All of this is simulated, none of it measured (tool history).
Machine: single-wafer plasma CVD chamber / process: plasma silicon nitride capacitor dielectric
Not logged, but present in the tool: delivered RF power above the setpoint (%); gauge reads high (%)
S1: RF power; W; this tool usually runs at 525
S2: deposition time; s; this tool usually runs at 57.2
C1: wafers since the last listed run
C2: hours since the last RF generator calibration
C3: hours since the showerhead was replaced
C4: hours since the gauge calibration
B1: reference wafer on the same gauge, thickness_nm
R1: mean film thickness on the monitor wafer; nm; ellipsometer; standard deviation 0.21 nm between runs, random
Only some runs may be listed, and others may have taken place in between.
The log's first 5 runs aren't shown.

run     day   S1    S2    C1      C2      C3     C4      B1      R1
  6   7.758  450  57.2   845    1444  3979.5  103.1  88.875  81.737
  7     9.1  450  57.2   780  1476.2  4011.7  135.3  88.874  81.515
  8  10.579  450  57.2   860  1511.7  4047.2  170.8  88.879  81.737
  9  11.667  445    54   632  1537.8  4073.3  196.9  88.922  76.946
 10  12.571  525  57.2   525  1559.5    4095  218.6  88.857  84.214
 11  14.054  525  57.2   862  1595.1  4130.6  254.2  88.912  84.452
 12  14.579  525  57.2   305  1607.7  4143.2  266.8  88.889  84.298
 13   15.15  525  52.8   331  1621.4  4156.9  280.5  88.975  77.666
 14  18.521  525  52.8  1960  1702.3  4237.8  361.4  88.921  77.727
 15  19.212  525  52.8   402  1718.9  4254.4    378   88.91  78.141
 16  20.667  525  57.2   845  1753.8  4289.3  412.9  88.923  84.012
 17  21.408  525  57.2   431  1771.6  4307.1  430.7  88.889  84.331
 18  22.679  525  57.2   739  1802.1  4337.6  461.2  88.959  84.182
 19  23.692  525  57.2   588  1826.4  4361.9  485.5  88.867  84.252
 20  25.071  485  57.2   802  1859.5    4395  518.6  88.968  82.712
 21  26.246  490  57.2   683  1887.7  4423.2  546.8  88.894  83.109
 22  26.979  525  57.2   426  1905.3  4440.8  564.4  88.928  84.044
 23  28.038  525  64.5   615  1930.7  4466.2  589.8  88.943  94.463

Expected results for the next run?
 24  28.792  525  57.2  438  1948.8  4484.3  607.9   ?   ?

B1: 88.897
R1: 83.878 nm
Had the tool carried no hidden state, the very same run would have given R1 85.543 nm.
